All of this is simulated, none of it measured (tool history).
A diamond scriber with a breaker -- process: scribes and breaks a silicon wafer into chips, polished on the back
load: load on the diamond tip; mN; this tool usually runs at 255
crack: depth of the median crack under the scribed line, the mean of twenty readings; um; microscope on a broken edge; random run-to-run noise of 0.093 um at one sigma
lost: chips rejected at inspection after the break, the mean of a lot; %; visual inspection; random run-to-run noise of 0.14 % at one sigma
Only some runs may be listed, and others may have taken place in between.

run	hour	load	wafers since the last listed run	hours since the diamond tip was replaced	hours since the load on the tip was calibrated	incoming depth of the damage left on the back of the incoming wafer, um	crack	lost
1	0	255	0	196.6	1651.4	0.01	11.23	2
2	30	255	68	226.6	1681.4	0.05	11.43	1.62
3	61.9	255	72	258.5	1713.3	0.01	11.21	1.76
4	86.3	255	55	282.9	1737.7	0.03	11.48	1.81
5	108	255	49	304.6	1759.4	0.03	11.2	1.91
6	121.8	279	31	318.4	1773.2	0.04	12.06	2.46
7	137.7	255	36	334.3	1789.1	0.02	11.36	1.86
8	155.2	255	39	351.8	1806.6	0.03	11.26	2.16
9	173.7	255	42	370.3	1825.1	0.05	11.34	2.12
# hour 241.3: load on the tip recalibrated
10	277.6	255	232	474.2	36.3	0.02	11.47	1.96
11	297.3	255	44	493.9	56	0.05	11.27	2
12	311.7	255	32	508.3	70.4	0.01	11.46	1.83
13	338.1	255	60	534.7	96.8	0.02	11.29	2.03
# hour 344.5: diamond tip replaced by a new one
14	352.7	330	28	8.2	111.4	0.04	13.65	6.53
15	365.2	286	28	20.7	123.9	0.02	12.39	2.68
16	392.4	223	62	47.9	151.1	0.02	10.24	2.92
17	417.5	290	57	73	176.2	0.04	12.47	2.97
18	446.3	255	65	101.8	205	0.04	11.39	1.79
19	460.8	255	33	116.3	219.5	0.02	11.45	1.9
20	474.2	281	30	129.7	232.9	0.01	12.12	2.5
21	509.6	323	80	165.1	268.3	0.01	13.39	5.08
22	541.2	276	72	196.7	299.9	0.01	12.09	2.19

What if the next run were any one of these 5? Each begins from the tool's condition after run 22:
A	541.8	255	1	197.3	300.5	0.03	?	?
B	541.8	312	1	197.3	300.5	0.03	?	?
C	541.8	319	1	197.3	300.5	0.03	?	?
D	541.8	193	1	197.3	300.5	0.03	?	?
E	541.8	204	1	197.3	300.5	0.03	?	?

run	crack	lost
A	11.33	2.14
B	13.07	4.87
C	13.27	5.49
D	9.27	7.46
E	9.65	5.57
With the hidden condition removed and each run's random variation left untouched, the same runs would have given:
run	crack	lost
A	11.33	2.14
B	13.07	4.87
C	13.27	5.49
D	9.27	7.46
E	9.65	5.57
